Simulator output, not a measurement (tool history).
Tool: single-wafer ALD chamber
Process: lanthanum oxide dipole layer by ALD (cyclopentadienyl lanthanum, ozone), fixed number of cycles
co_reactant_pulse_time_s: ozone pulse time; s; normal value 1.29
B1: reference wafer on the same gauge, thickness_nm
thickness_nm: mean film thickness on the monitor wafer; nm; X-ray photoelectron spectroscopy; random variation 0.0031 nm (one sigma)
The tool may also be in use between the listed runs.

Run 1, hour 0: usual settings; B1 0.477. Result: thickness_nm 0.53 nm.
Run 2, hour 23.4: usual settings; B1 0.479. Result: thickness_nm 0.542 nm.
Run 3, hour 55.6: usual settings but co_reactant_pulse_time_s 1.48 s; B1 0.479. Result: thickness_nm 0.553 nm.
Run 4, hour 71.5: usual settings; B1 0.478. Result: thickness_nm 0.536 nm.
Run 5, hour 105.3: usual settings but co_reactant_pulse_time_s 0.9 s; B1 0.478. Result: thickness_nm 0.481 nm.
Run 6, hour 140.4: usual settings but co_reactant_pulse_time_s 0.9 s; B1 0.478. Result: thickness_nm 0.478 nm.
Run 7, hour 163.1: usual settings but co_reactant_pulse_time_s 0.9 s; B1 0.478. Result: thickness_nm 0.475 nm.
Run 8, hour 182.7: usual settings but co_reactant_pulse_time_s 1.55 s; B1 0.479. Result: thickness_nm 0.554 nm.
At hour 193: showerhead replaced.
Run 9, hour 202.6: usual settings but co_reactant_pulse_time_s 0.98 s; B1 0.478. Result: thickness_nm 0.489 nm.
At hour 203.2: gauge calibrated.
At hour 235.7: thermocouple changed; heater temperature recalibrated.
Run 10, hour 236.2: usual settings but co_reactant_pulse_time_s 1.44 s; B1 0.477. Result: thickness_nm 0.542 nm.
Run 11, hour 246.9: usual settings; B1 0.478. Result: thickness_nm 0.528 nm.
Run 12, hour 282.7: usual settings; B1 0.478. Result: thickness_nm 0.522 nm.
Run 13, hour 295.8: usual settings; B1 0.478. Result: thickness_nm 0.521 nm.
At hour 326.9: ozone generator serviced.
Run 14, hour 328.8: usual settings but co_reactant_pulse_time_s 1.09 s; B1 0.477. Result: thickness_nm 0.459 nm.
Run 15, hour 341.7: usual settings; B1 0.478. Result: thickness_nm 0.486 nm.
Run 16, hour 368.7: usual settings but co_reactant_pulse_time_s 1.74 s; B1 0.479. Result: thickness_nm 0.526 nm.
Run 17, hour 391.1: usual settings but co_reactant_pulse_time_s 0.8 s; B1 0.478. Result: thickness_nm 0.404 nm.
Run 18, hour 425.1: usual settings but co_reactant_pulse_time_s 1.01 s; B1 0.478. Result: thickness_nm 0.447 nm.
At hour 437.5: ozone generator serviced, repeated, since the last time left the tool worse.
Run 19, hour 452.1: usual settings but co_reactant_pulse_time_s 1.46 s; B1 0.478. Result: thickness_nm 0.574 nm.
Run 20, hour 469.2: usual settings but co_reactant_pulse_time_s 1.04 s; B1 0.478. Result: thickness_nm 0.538 nm.
Run 21, hour 481.7: usual settings; B1 0.478. Result: thickness_nm 0.563 nm.
Run 22, hour 499.4: usual settings but co_reactant_pulse_time_s 1.7 s; B1 0.479. Result: thickness_nm 0.583 nm.
Run 23, hour 516.6: usual settings but co_reactant_pulse_time_s 1.79 s; B1 0.478. Result: thickness_nm 0.588 nm.
Run 24, hour 530.6: usual settings but co_reactant_pulse_time_s 1.61 s; B1 0.478. Result: thickness_nm 0.581 nm.
Run 25, hour 565: usual settings; B1 0.478. Result: thickness_nm 0.563 nm.
Run 26, hour 594.5: usual settings but co_reactant_pulse_time_s 1.66 s; B1 0.478. Result: thickness_nm 0.583 nm.

Forecast run 27:
Run 27, hour 617.9: usual settings but co_reactant_pulse_time_s 1.71 s; B1 ?. Result: thickness_nm ?.

Run 27 produced B1 0.479, thickness_nm 0.583 nm.
Had the tool carried no hidden state, the very same run would have given thickness_nm 0.584 nm.
